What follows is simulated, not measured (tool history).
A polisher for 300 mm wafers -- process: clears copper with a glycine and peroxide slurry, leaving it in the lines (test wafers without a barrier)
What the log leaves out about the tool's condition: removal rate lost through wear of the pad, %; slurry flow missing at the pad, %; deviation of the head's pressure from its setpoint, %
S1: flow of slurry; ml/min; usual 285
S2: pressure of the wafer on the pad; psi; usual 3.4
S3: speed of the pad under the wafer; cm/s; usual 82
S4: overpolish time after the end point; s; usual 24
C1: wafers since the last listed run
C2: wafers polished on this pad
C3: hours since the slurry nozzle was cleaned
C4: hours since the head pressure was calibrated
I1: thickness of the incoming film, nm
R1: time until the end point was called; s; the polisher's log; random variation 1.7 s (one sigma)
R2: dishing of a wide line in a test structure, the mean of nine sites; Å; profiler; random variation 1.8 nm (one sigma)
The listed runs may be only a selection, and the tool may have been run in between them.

run	hour	S1	S2	S3	S4	C1	C2	C3	C4	I1	R1	R2
1	0.0	285	4.0	68	24	0	638	406.6	180.0	584.9	94.9	879
2	14.9	285	4.0	68	24	108	747	421.5	194.9	590.9	95.4	859
3	27.1	285	4.0	68	24	89	836	433.7	207.1	587.2	92.5	870
# hour 41.5: worn pad replaced by a new one
4	55.7	285	3.4	82	24	179	103	462.3	235.7	590.3	92.3	868
5	83.6	285	3.4	82	24	203	307	490.2	263.6	594.7	92.6	895
6	103.6	285	3.4	82	24	146	453	510.2	283.6	579.8	91.8	885
7	128.6	285	3.4	82	24	182	635	535.2	308.6	601.4	94.7	896
# hour 158.9: worn pad replaced by a new one
8	159.4	285	3.4	82	24	195	3	566.0	339.4	592.4	94.6	906
9	224.7	285	3.4	82	24	476	480	631.3	404.7	590.7	92.9	912
10	250.7	285	3.4	82	24	189	669	657.3	430.7	590.8	92.2	873
11	267.8	285	3.4	82	24	124	794	674.4	447.8	596.0	90.6	891
# hour 281.5: head pressure recalibrated
12	282.0	285	3.4	82	24	89	883	688.6	0.5	588.4	97.8	854
13	300.9	215	3.4	74	24	137	1021	707.5	19.4	587.4	108.9	800
# hour 306.1: worn pad replaced by a new one
14	322.4	230	3.0	62	14	127	118	729.0	40.9	588.5	132.6	433
15	382.2	285	3.4	82	24	436	555	788.8	100.7	592.8	96.3	850
16	409.4	285	3.4	82	12	198	754	816.0	127.9	585.9	92.0	512
# hour 428.3: slurry nozzle cleaned
# hour 431.2: worn pad replaced by a new one
17	441.6	285	3.8	82	36	207	76	13.3	160.1	579.3	84.1	1217
18	464.0	285	3.4	82	24	163	239	35.7	182.5	594.2	97.0	858
19	538.8	285	3.1	82	24	546	785	110.5	257.3	587.0	101.6	838
# hour 551.9: worn pad replaced by a new one
20	565.5	285	3.8	82	36	165	99	137.2	284.0	587.3	84.0	1234
21	579.0	285	3.0	74	33	98	197	150.7	297.5	594.0	110.5	966
22	601.3	285	2.4	82	35	162	360	173.0	319.8	588.2	121.0	895
23	630.9	285	3.7	82	24	216	576	202.6	349.4	589.0	84.2	953
24	643.8	285	3.4	82	24	94	670	215.5	362.3	601.7	92.0	905

Branching from run 24: 3 alternative next runs. What would each branch give?
A	644.3	285	3.4	104	24	3	674	216.0	362.8	599.6	?	?
B	644.3	285	3.0	82	12	3	674	216.0	362.8	599.6	?	?
C	644.3	335	3.4	82	24	3	674	216.0	362.8	599.6	?	?

run	R1	R2
A	76.1	996
B	102.1	470
C	90.8	893
Had the tool no hidden state, the same runs would have come out as:
run	R1	R2
A	80.7	953
B	107.8	447
C	96.1	854
